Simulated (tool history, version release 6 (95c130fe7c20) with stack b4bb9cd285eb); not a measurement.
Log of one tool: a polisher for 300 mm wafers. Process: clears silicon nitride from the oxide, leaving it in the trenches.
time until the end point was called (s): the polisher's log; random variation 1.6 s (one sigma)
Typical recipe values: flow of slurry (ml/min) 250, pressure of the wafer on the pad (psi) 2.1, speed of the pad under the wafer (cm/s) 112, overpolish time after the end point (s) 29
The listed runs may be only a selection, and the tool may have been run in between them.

| run | hour | flow of slurry (ml/min) | pressure of the wafer on the pad (psi) | speed of the pad under the wafer (cm/s) | overpolish time after the end point (s) | incoming thickness of the incoming film, nm | time until the end point was called (s) |
|---|---|---|---|---|---|---|---|
| 1 | 0.0 | 250 | 2.1 | 112 | 29 | 69.4 | 92.1 |
|  | 42.2 | worn pad replaced by a new one |
| 2 | 46.3 | 250 | 2.1 | 112 | 29 | 69.7 | 91.6 |
| 3 | 73.9 | 195 | 2.1 | 112 | 29 | 71.2 | 96.5 |
| 4 | 98.9 | 250 | 2.5 | 88 | 29 | 69.5 | 98.5 |
| 5 | 155.7 | 250 | 2.1 | 112 | 29 | 69.9 | 94.6 |
|  | 227.1 | worn pad replaced by a new one |
| 6 | 249.9 | 250 | 2.1 | 112 | 29 | 68.9 | 101.9 |
| 7 | 317.9 | 250 | 2.1 | 112 | 29 | 70.1 | 99.5 |
| 8 | 362.5 | 250 | 2.1 | 112 | 29 | 69.9 | 103.6 |
| 9 | 404.3 | 250 | 2.1 | 136 | 29 | 70.5 | 90.8 |
|  | 414.6 | slurry nozzle cleaned |
|  | 415.4 | worn pad replaced by a new one, repeated, since the last time left the tool worse |
| 10 | 436.6 | 250 | 2.1 | 112 | 29 | 70.5 | 93.2 |
| 11 | 486.6 | 250 | 2.4 | 112 | 29 | 70.5 | 83.3 |
| 12 | 554.2 | 250 | 2.1 | 112 | 29 | 70.2 | 97.0 |
|  | 574.2 | worn pad replaced by a new one |
| 13 | 645.0 | 250 | 2.1 | 112 | 16 | 69.6 | 93.1 |
|  | 679.2 | head pressure recalibrated |
| 14 | 697.2 | 250 | 1.4 | 96 | 29 | 70.1 | 162.4 |
|  | 738.5 | worn pad replaced by a new one |
| 15 | 739.0 | 250 | 2.1 | 112 | 29 | 69.6 | 90.3 |
| 16 | 782.2 | 180 | 2.5 | 128 | 43 | 68.7 | 69.7 |
| 17 | 813.8 | 340 | 2.5 | 138 | 21 | 69.5 | 59.5 |
| 18 | 882.8 | 250 | 1.6 | 112 | 29 | 70.6 | 125.5 |

Results for each run, recomputed without the tool's hidden state and with each run's random variation untouched:
The hidden state here: removal rate lost through wear of the pad, %; slurry flow missing at the pad, %; deviation of the head's pressure from its setpoint, %.
| run | time until the end point was called (s) |
|---|---|
| 1 | 89.5 |
| 2 | 91.0 |
| 3 | 95.7 |
| 4 | 97.3 |
| 5 | 92.0 |
| 6 | 91.8 |
| 7 | 88.3 |
| 8 | 90.3 |
| 9 | 77.2 |
| 10 | 93.0 |
| 11 | 82.5 |
| 12 | 93.9 |
| 13 | 92.1 |
| 14 | 158.2 |
| 15 | 90.0 |
| 16 | 69.3 |
| 17 | 58.8 |
| 18 | 120.9 |
